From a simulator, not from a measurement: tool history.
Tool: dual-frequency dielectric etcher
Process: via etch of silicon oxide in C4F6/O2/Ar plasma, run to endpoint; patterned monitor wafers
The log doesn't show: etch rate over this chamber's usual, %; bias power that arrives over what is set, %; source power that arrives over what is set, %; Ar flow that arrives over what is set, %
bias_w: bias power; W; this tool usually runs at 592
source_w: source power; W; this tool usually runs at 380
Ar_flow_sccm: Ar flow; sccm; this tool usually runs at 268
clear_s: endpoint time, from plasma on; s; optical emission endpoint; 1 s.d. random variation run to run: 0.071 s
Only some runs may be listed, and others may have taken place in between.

run   hour  bias_w  source_w  Ar_flow_sccm  wafers since the last listed run  hours since the last wet clean  hours since the last bias power generator calibration  hours since the last source power generator calibration  hours since the last Ar flow controller change  hours since the last upper electrode change  incoming incoming film thickness, nm  clear_s
  1      0     592       380           268                                 0                           283.2                                                   3156                                                   3855.3                                          5467.9                                       1758.3                                 121.2     23.9
  2   50.5     592       320           268                               735                           333.7                                                 3206.5                                                   3905.8                                          5518.4                                       1808.8                                 119.6       26
  3    109     592       320           268                               852                           392.2                                                   3265                                                   3964.3                                          5576.9                                       1867.3                                 121.5     26.5
  4    134     592       430           268                               364                           417.2                                                   3290                                                   3989.3                                          5601.9                                       1892.3                                 119.5     22.2
  5  162.9     592       430           268                               420                           446.1                                                 3318.9                                                   4018.2                                          5630.8                                       1921.2                                 120.1     22.4
     229.3  -- wet clean of the chamber
  6  229.8     592       380           268                               624                             0.5                                                 3385.8                                                   4085.1                                          5697.7                                       1988.1                                 120.6     23.4
     255.8  -- Ar flow controller replaced
  7  262.7     465       380           311                               391                            33.4                                                 3418.7                                                     4118                                             6.9                                         2021                                 120.5     25.7
     325.7  -- source power generator calibrated
  8  326.2     592       380           268                               866                            96.9                                                 3482.2                                                      0.5                                            70.4                                       2084.5                                   121     23.7
  9  356.6     592       420           268                               442                           127.3                                                 3512.6                                                     30.9                                           100.8                                       2114.9                                 120.6     22.3
 10  425.6     592       380           268                              1005                           196.3                                                 3581.6                                                     99.9                                           169.8                                       2183.9                                 119.7     23.6
 11    491     592       380           248                               952                           261.7                                                   3647                                                    165.3                                           235.2                                       2249.3                                 120.6     23.7
 12  522.6     518       300           297                               460                           293.3                                                 3678.6                                                    196.9                                           266.8                                       2280.9                                 119.9     28.5
 13  580.1     592       470           248                               837                           350.8                                                 3736.1                                                    254.4                                           324.3                                       2338.4                                   122     21.5
     607.6  -- bias power generator calibrated
 14  650.5     592       290           215                               967                           421.2                                                   42.9                                                    324.8                                           394.7                                       2408.8                                 119.6     27.6
     727.3  -- wet clean of the chamber
     742.7  -- upper electrode replaced
 15  743.2     592       300           208                               776                            15.9                                                  135.6                                                    417.5                                           487.4                                          0.5                                 121.1     26.6
 16  765.2     592       380           220                               320                            37.9                                                  157.6                                                    439.5                                           509.4                                         22.5                                   121     23.3
 17  815.8     514       290           268                               737                            88.5                                                  208.2                                                    490.1                                             560                                         73.1                                 120.7     28.9

Run 18 has not been measured yet. What should we expect?
 18  871.6     592       380           268                               812                           144.3                                                    264                                                    545.9                                           615.8                                        128.9                                 121.8        ?

clear_s: 24 s
Had the tool carried no hidden state, the very same run would have given clear_s 23.7 s.
